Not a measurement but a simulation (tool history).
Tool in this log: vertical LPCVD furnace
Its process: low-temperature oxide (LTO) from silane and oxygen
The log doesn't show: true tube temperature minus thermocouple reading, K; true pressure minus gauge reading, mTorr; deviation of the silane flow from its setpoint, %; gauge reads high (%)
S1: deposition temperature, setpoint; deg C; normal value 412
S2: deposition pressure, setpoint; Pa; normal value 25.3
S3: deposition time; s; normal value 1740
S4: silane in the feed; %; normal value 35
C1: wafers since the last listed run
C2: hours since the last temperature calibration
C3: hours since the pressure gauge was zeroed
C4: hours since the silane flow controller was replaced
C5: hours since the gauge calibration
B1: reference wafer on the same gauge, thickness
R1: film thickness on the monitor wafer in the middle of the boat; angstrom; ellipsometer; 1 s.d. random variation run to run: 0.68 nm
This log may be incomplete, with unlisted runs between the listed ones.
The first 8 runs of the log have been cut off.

run,hour,S1,S2,S3,S4,C1,C2,C3,C4,C5,B1,R1
9,88.1,412,25.3,1740,35,147,2204.5,3483.8,6735.8,482.9,243.72,2259.0
10,102.5,412,25.3,1590,30,259,2218.9,3498.2,6750.2,497.3,244.08,1661.0
11,115.4,412,25.3,1590,30,232,2231.8,3511.1,6763.1,510.2,243.86,1666.9
12,139.9,412,25.3,1590,30,441,2256.3,3535.6,6787.6,534.7,243.63,1670.0
13,157.3,412,25.3,1740,35,313,2273.7,3553.0,6805.0,552.1,243.94,2248.1
14,167.7,412,19.3,1740,35,187,2284.1,3563.4,6815.4,562.5,243.85,1720.7
15,174.4,405,20.0,1980,32,120,2290.8,3570.1,6822.1,569.2,243.95,1668.2
# hour 182.0: gauge calibrated
# hour 203.4: thermocouples replaced and temperature profile calibrated
16,203.9,402,25.3,1950,35,99,0.5,3599.6,6851.6,21.9,244.22,2247.0
17,207.7,402,30.7,1110,32,68,4.3,3603.4,6855.4,25.7,243.93,1379.6
18,211.5,402,25.3,1950,35,68,8.1,3607.2,6859.2,29.5,244.17,2253.5
# hour 243.9: pressure gauge zeroed
19,244.4,412,27.3,1740,31,160,41.0,0.5,6892.1,62.4,243.91,2054.8
20,248.2,412,25.3,2280,42,68,44.8,4.3,6895.9,66.2,243.95,3665.4
21,252.0,412,25.3,1740,35,68,48.6,8.1,6899.7,70.0,244.09,2238.8
22,261.2,412,25.3,1740,35,165,57.8,17.3,6908.9,79.2,244.19,2243.6
# hour 286.2: silane flow controller replaced
23,286.7,402,25.3,1950,35,27,83.3,42.8,0.5,104.7,244.15,2257.3
24,290.5,412,25.3,1740,35,68,87.1,46.6,4.3,108.5,243.87,2248.8
25,294.3,412,25.3,2160,30,68,90.9,50.4,8.1,112.3,243.88,2258.5
26,300.8,412,25.3,1740,35,117,97.4,56.9,14.6,118.8,243.88,2246.5
27,317.4,412,25.3,1320,37,299,114.0,73.5,31.2,135.4,244.08,1829.5
28,332.1,412,25.3,1950,35,264,128.7,88.2,45.9,150.1,243.68,2515.0
29,348.1,412,20.0,1290,35,288,144.7,104.2,61.9,166.1,244.21,1317.5
30,360.2,412,22.0,1740,35,218,156.8,116.3,74.0,178.2,243.61,1954.1
31,374.0,412,25.3,1740,35,248,170.6,130.1,87.8,192.0,244.04,2241.6
32,389.6,412,25.3,1740,30,281,186.2,145.7,103.4,207.6,244.27,1820.5

Alternative continuations, all from the tool just after run 32; predict every row:
A,393.5,412,25.3,1740,35,70,190.1,149.6,107.3,211.5,?,?
B,393.5,423,29.3,2100,41,70,190.1,149.6,107.3,211.5,?,?
C,393.5,412,25.3,1950,33,70,190.1,149.6,107.3,211.5,?,?

run,B1,R1
A,243.87,2252.1
B,243.87,4266.8
C,243.87,2334.3
The same runs, with their run-to-run variation unchanged, on a tool lacking any hidden condition would have given:
run,R1
A,2252.1
B,4266.8
C,2334.3
